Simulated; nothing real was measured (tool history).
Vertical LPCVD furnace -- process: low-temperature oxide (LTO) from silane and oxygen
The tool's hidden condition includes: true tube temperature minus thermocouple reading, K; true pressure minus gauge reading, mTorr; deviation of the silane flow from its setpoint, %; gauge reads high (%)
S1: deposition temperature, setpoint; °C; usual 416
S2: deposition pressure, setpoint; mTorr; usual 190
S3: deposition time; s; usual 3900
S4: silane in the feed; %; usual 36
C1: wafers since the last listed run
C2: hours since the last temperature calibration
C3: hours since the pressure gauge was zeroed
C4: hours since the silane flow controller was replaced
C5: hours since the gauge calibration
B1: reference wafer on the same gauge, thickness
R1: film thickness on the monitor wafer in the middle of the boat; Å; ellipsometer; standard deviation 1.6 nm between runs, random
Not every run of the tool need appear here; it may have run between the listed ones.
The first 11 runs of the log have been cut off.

run	hour	S1	S2	S3	S4	C1	C2	C3	C4	C5	B1	R1
12	282.9	424	190	3900	36	67	4.4	10.6	29.6	1122.7	549.31	6892.6
13	296.9	416	190	3900	36	240	18.4	24.6	43.6	1136.7	549.39	6306.0
14	366.3	427	190	4350	36	1193	87.8	94.0	113.0	1206.1	549.25	7915.7
15	399.5	416	205	2400	36	571	121.0	127.2	146.2	1239.3	548.76	4202.3
16	414.9	416	190	3900	36	264	136.4	142.6	161.6	1254.7	549.15	6321.3
# hour 448.8: gauge calibrated
17	455.6	423	220	2670	29	700	177.1	183.3	202.3	6.8	549.37	4018.0
18	471.4	416	190	4530	29	271	192.9	199.1	218.1	22.6	548.39	5493.4
19	497.2	410	190	3090	38	443	218.7	224.9	243.9	48.4	549.34	5040.3
20	511.9	416	190	3900	36	252	233.4	239.6	258.6	63.1	549.07	6321.5
21	537.6	416	190	3900	36	442	259.1	265.3	284.3	88.8	549.46	6325.5
22	562.5	416	165	3900	41	428	284.0	290.2	309.2	113.7	549.11	6394.7
23	583.5	416	205	3900	43	361	305.0	311.2	330.2	134.7	549.23	8388.9
24	608.1	416	190	3900	36	423	329.6	335.8	354.8	159.3	549.25	6328.1
25	637.2	408	190	5100	36	500	358.7	364.9	383.9	188.4	548.91	7574.6
26	662.8	416	190	3900	36	440	384.3	390.5	409.5	214.0	549.69	6318.3
27	678.8	416	235	5070	36	275	400.3	406.5	425.5	230.0	548.68	10176.7
28	696.5	409	225	3900	36	304	418.0	424.2	443.2	247.7	548.84	6942.7
29	710.7	406	220	4440	33	244	432.2	438.4	457.4	261.9	548.66	6660.3
30	723.5	416	190	3900	36	220	445.0	451.2	470.2	274.7	548.88	6335.1

Forecast each of these 5 alternatives for the next run:
A	727.5	416	190	5310	36	68	449.0	455.2	474.2	278.7	?	?
B	727.5	416	175	5190	36	68	449.0	455.2	474.2	278.7	?	?
C	727.5	416	190	3900	34	68	449.0	455.2	474.2	278.7	?	?
D	727.5	416	205	3900	36	68	449.0	455.2	474.2	278.7	?	?
E	727.5	416	235	3900	36	68	449.0	455.2	474.2	278.7	?	?

run	B1	R1
A	549.22	8633.1
B	549.22	7771.9
C	549.22	5892.2
D	549.22	6841.3
E	549.22	7842.5
Take away the tool's hidden state, keep each run's random variation, and the runs would have read:
run	R1
A	8540.6
B	7688.6
C	5827.7
D	6768.0
E	7758.4
